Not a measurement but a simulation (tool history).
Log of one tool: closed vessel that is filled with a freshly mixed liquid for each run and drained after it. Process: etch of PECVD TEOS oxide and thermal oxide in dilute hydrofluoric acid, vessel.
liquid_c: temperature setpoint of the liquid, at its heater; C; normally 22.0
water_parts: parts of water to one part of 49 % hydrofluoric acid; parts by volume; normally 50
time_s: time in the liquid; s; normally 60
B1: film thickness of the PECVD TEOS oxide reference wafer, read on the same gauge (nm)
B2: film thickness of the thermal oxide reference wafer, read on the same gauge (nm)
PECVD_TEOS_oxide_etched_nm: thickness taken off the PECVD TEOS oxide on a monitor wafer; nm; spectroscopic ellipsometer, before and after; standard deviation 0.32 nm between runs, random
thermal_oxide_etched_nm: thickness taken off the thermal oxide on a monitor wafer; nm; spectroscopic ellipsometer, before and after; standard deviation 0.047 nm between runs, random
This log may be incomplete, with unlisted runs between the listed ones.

{"run": 1, "day": 0.0, "liquid_c": 22.0, "water_parts": 50, "time_s": 60, "B1": 39.98, "B2": 79.99, "PECVD_TEOS_oxide_etched_nm": 35.15, "thermal_oxide_etched_nm": 6.17}
{"run": 2, "day": 4.108, "liquid_c": 22.0, "water_parts": 50, "time_s": 60, "B1": 40.0, "B2": 80.0, "PECVD_TEOS_oxide_etched_nm": 35.03, "thermal_oxide_etched_nm": 6.09}
{"day": 6.258, "done": "thermometer replaced"}
{"run": 3, "day": 7.925, "liquid_c": 22.0, "water_parts": 50, "time_s": 60, "B1": 40.0, "B2": 80.01, "PECVD_TEOS_oxide_etched_nm": 32.31, "thermal_oxide_etched_nm": 5.42}
{"run": 4, "day": 10.142, "liquid_c": 22.0, "water_parts": 50, "time_s": 60, "B1": 40.02, "B2": 80.0, "PECVD_TEOS_oxide_etched_nm": 32.25, "thermal_oxide_etched_nm": 5.43}
{"run": 5, "day": 12.267, "liquid_c": 18.0, "water_parts": 40, "time_s": 60, "B1": 40.01, "B2": 79.99, "PECVD_TEOS_oxide_etched_nm": 34.64, "thermal_oxide_etched_nm": 5.88}
{"day": 13.446, "done": "gauge calibrated"}
{"run": 6, "day": 18.129, "liquid_c": 22.0, "water_parts": 50, "time_s": 60, "B1": 39.97, "B2": 79.99, "PECVD_TEOS_oxide_etched_nm": 31.81, "thermal_oxide_etched_nm": 5.47}
{"run": 7, "day": 20.879, "liquid_c": 22.0, "water_parts": 50, "time_s": 60, "B1": 39.99, "B2": 79.99, "PECVD_TEOS_oxide_etched_nm": 31.9, "thermal_oxide_etched_nm": 5.47}
{"run": 8, "day": 23.446, "liquid_c": 22.0, "water_parts": 50, "time_s": 60, "B1": 40.04, "B2": 80.01, "PECVD_TEOS_oxide_etched_nm": 32.53, "thermal_oxide_etched_nm": 5.56}
{"run": 9, "day": 27.683, "liquid_c": 22.0, "water_parts": 50, "time_s": 60, "B1": 40.03, "B2": 80.0, "PECVD_TEOS_oxide_etched_nm": 31.4, "thermal_oxide_etched_nm": 5.48}
{"run": 10, "day": 29.517, "liquid_c": 26.0, "water_parts": 50, "time_s": 60, "B1": 40.01, "B2": 80.01, "PECVD_TEOS_oxide_etched_nm": 37.57, "thermal_oxide_etched_nm": 6.51}
{"run": 11, "day": 32.746, "liquid_c": 22.0, "water_parts": 50, "time_s": 60, "B1": 40.02, "B2": 80.0, "PECVD_TEOS_oxide_etched_nm": 31.94, "thermal_oxide_etched_nm": 5.54}
{"run": 12, "day": 36.633, "liquid_c": 20.5, "water_parts": 25, "time_s": 90, "B1": 39.99, "B2": 80.0, "PECVD_TEOS_oxide_etched_nm": 93.0, "thermal_oxide_etched_nm": 15.84}
{"day": 37.55, "done": "hydrofluoric acid flow meter replaced"}
{"run": 13, "day": 40.775, "liquid_c": 24.5, "water_parts": 65, "time_s": 85, "B1": 39.97, "B2": 80.0, "PECVD_TEOS_oxide_etched_nm": 39.9, "thermal_oxide_etched_nm": 6.83}
{"run": 14, "day": 44.446, "liquid_c": 20.5, "water_parts": 50, "time_s": 60, "B1": 39.98, "B2": 79.99, "PECVD_TEOS_oxide_etched_nm": 32.59, "thermal_oxide_etched_nm": 5.53}
{"run": 15, "day": 47.421, "liquid_c": 22.0, "water_parts": 70, "time_s": 60, "B1": 40.0, "B2": 80.0, "PECVD_TEOS_oxide_etched_nm": 23.89, "thermal_oxide_etched_nm": 4.12}
{"run": 16, "day": 50.025, "liquid_c": 22.0, "water_parts": 25, "time_s": 60, "B1": 40.01, "B2": 80.0, "PECVD_TEOS_oxide_etched_nm": 71.4, "thermal_oxide_etched_nm": 12.28}
{"run": 17, "day": 52.646, "liquid_c": 26.5, "water_parts": 50, "time_s": 40, "B1": 39.97, "B2": 80.0, "PECVD_TEOS_oxide_etched_nm": 27.38, "thermal_oxide_etched_nm": 4.72}
{"run": 18, "day": 56.575, "liquid_c": 26.5, "water_parts": 50, "time_s": 60, "B1": 39.96, "B2": 80.0, "PECVD_TEOS_oxide_etched_nm": 40.65, "thermal_oxide_etched_nm": 7.11}
{"run": 19, "day": 60.879, "liquid_c": 22.0, "water_parts": 35, "time_s": 60, "B1": 40.02, "B2": 80.0, "PECVD_TEOS_oxide_etched_nm": 49.77, "thermal_oxide_etched_nm": 8.48}
{"run": 20, "day": 64.7, "liquid_c": 22.0, "water_parts": 50, "time_s": 60, "B1": 40.0, "B2": 80.01, "PECVD_TEOS_oxide_etched_nm": 33.91, "thermal_oxide_etched_nm": 5.77}
{"run": 21, "day": 67.896, "liquid_c": 22.0, "water_parts": 50, "time_s": 60, "B1": 40.01, "B2": 80.0, "PECVD_TEOS_oxide_etched_nm": 34.36, "thermal_oxide_etched_nm": 5.82}
{"run": 22, "day": 69.796, "liquid_c": 22.0, "water_parts": 50, "time_s": 60, "B1": 40.01, "B2": 80.0, "PECVD_TEOS_oxide_etched_nm": 34.22, "thermal_oxide_etched_nm": 5.83}
{"run": 23, "day": 73.262, "liquid_c": 25.5, "water_parts": 40, "time_s": 85, "B1": 40.0, "B2": 80.0, "PECVD_TEOS_oxide_etched_nm": 69.81, "thermal_oxide_etched_nm": 12.17}
{"run": 24, "day": 81.825, "liquid_c": 20.0, "water_parts": 35, "time_s": 50, "B1": 39.97, "B2": 80.0, "PECVD_TEOS_oxide_etched_nm": 38.17, "thermal_oxide_etched_nm": 6.63}
{"run": 25, "day": 87.9, "liquid_c": 25.5, "water_parts": 50, "time_s": 45, "B1": 40.01, "B2": 79.99, "PECVD_TEOS_oxide_etched_nm": 29.83, "thermal_oxide_etched_nm": 5.06}
{"run": 26, "day": 92.392, "liquid_c": 24.5, "water_parts": 65, "time_s": 85, "B1": 39.98, "B2": 80.02, "PECVD_TEOS_oxide_etched_nm": 40.18, "thermal_oxide_etched_nm": 6.93}
{"run": 27, "day": 94.342, "liquid_c": 22.0, "water_parts": 50, "time_s": 95, "B1": 40.03, "B2": 79.99, "PECVD_TEOS_oxide_etched_nm": 53.16, "thermal_oxide_etched_nm": 9.16}

What was the tool's hidden state at every run in the log?
gauge reads high (%): 0 on each run
H1: liquid hotter than its thermometer reads (K)
H2: hydrofluoric acid flow below the setpoint (%)
run=1 H1=2.42 H2=3.23
run=2 H1=2.51 H2=3.6
run=3 H1=0.131 H2=3.95
run=4 H1=0.177 H2=4.14
run=5 H1=0.221 H2=4.34
run=6 H1=0.343 H2=4.86
run=7 H1=0.401 H2=5.11
run=8 H1=0.454 H2=5.34
run=9 H1=0.543 H2=5.72
run=10 H1=0.581 H2=5.88
run=11 H1=0.648 H2=6.17
run=12 H1=0.729 H2=6.52
run=13 H1=0.816 H2=0.598
run=14 H1=0.892 H2=0.928
run=15 H1=0.954 H2=1.19
run=16 H1=1.01 H2=1.43
run=17 H1=1.06 H2=1.66
run=18 H1=1.15 H2=2.02
run=19 H1=1.24 H2=2.4
run=20 H1=1.31 H2=2.75
run=21 H1=1.38 H2=3.03
run=22 H1=1.42 H2=3.2
run=23 H1=1.49 H2=3.51
run=24 H1=1.67 H2=4.28
run=25 H1=1.8 H2=4.83
run=26 H1=1.89 H2=5.23
run=27 H1=1.93 H2=5.41
